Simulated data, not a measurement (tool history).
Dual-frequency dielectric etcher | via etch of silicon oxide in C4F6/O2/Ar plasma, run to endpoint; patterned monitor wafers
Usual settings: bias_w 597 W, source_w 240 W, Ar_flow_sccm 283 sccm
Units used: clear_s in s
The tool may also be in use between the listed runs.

run,day,bias_w,source_w,Ar_flow_sccm,wafers since the last listed run,hours since the last wet clean,hours since the last bias power generator calibration,hours since the last source power generator calibration,hours since the last Ar flow controller change,hours since the last upper electrode change,"incoming incoming film thickness, nm",clear_s
1,0,701,240,283,0,412.5,1670.6,1842.5,4957,1970.6,157.1,33.4
2,0.712,597,240,283,163,429.6,1687.7,1859.6,4974.1,1987.7,156.7,34.6
3,1.25,597,240,283,123,442.5,1700.6,1872.5,4987,2000.6,157.7,35.2
4,1.721,597,240,283,108,453.8,1711.9,1883.8,4998.3,2011.9,159.1,35.1
# day 4.488: upper electrode replaced, of another model than before
5,4.508,597,240,283,411,520.7,1778.8,1950.7,5065.2,0.5,157.4,34.5
6,4.521,597,240,283,2,521,1779.1,1951,5065.5,0.8,159.6,35.3
7,4.85,597,240,283,75,528.9,1787,1958.9,5073.4,8.7,158.7,35
8,5.138,702,200,283,66,535.8,1793.9,1965.8,5080.3,15.6,157.5,34.7
9,5.612,702,200,283,109,547.2,1805.3,1977.2,5091.7,27,157.3,34.7
10,5.879,597,240,283,61,553.6,1811.7,1983.6,5098.1,33.4,157.7,34.8
11,6.308,597,240,283,98,563.9,1822,1993.9,5108.4,43.7,157.2,34.4
# day 6.496: source power generator calibrated
12,7.012,597,280,283,123,580.8,1838.9,12.4,5125.3,60.6,157.7,32.9
13,7.312,597,280,283,68,588,1846.1,19.6,5132.5,67.8,158.1,33.1
14,7.696,597,190,283,88,597.2,1855.3,28.8,5141.7,77,156.6,36.9
15,8.029,597,240,235,76,605.2,1863.3,36.8,5149.7,85,160.1,34.4
# day 8.988: Ar flow controller replaced
# day 9.312: wet clean of the chamber
16,9.333,597,220,283,167,0.5,1894.6,68.1,8.3,116.3,156.8,37.1
17,9.35,597,240,232,3,0.9,1895,68.5,8.7,116.7,156.7,34.8
18,9.746,597,240,283,91,10.4,1904.5,78,18.2,126.2,159,36
19,10.196,533,270,330,103,21.2,1915.3,88.8,29,137,158.6,36.9
20,10.908,650,240,329,163,38.3,1932.4,105.9,46.1,154.1,158.7,35.5
# day 11.175: bias power generator calibrated
21,11.929,481,220,283,196,62.8,18.1,130.4,70.6,178.6,156.5,39.7
22,12.358,677,190,283,98,73.1,28.4,140.7,80.9,188.9,159.5,37.2
23,12.625,653,240,283,61,79.5,34.8,147.1,87.3,195.3,159.3,34.8
24,13.246,460,280,283,142,94.4,49.7,162,102.2,210.2,157.2,37.2
25,13.796,597,240,283,126,107.6,62.9,175.2,115.4,223.4,156.9,35.7
26,14.279,674,240,283,111,119.2,74.5,186.8,127,235,156.7,33.8

5 ways to go on from here, each from the tool as it stands after run 26. What would each give?
A,14.296,597,240,283,3,119.6,74.9,187.2,127.4,235.4,159.1,?
B,14.296,726,260,283,3,119.6,74.9,187.2,127.4,235.4,159.1,?
C,14.296,597,240,344,3,119.6,74.9,187.2,127.4,235.4,159.1,?
D,14.296,638,190,283,3,119.6,74.9,187.2,127.4,235.4,159.1,?
E,14.296,504,200,326,3,119.6,74.9,187.2,127.4,235.4,159.1,?

run,clear_s
A,35.9
B,32.4
C,36.9
D,37.8
E,41.4
Without the tool's unlogged condition, the same runs would have read:
run,clear_s
A,36.3
B,32.8
C,37.3
D,38.2
E,41.9
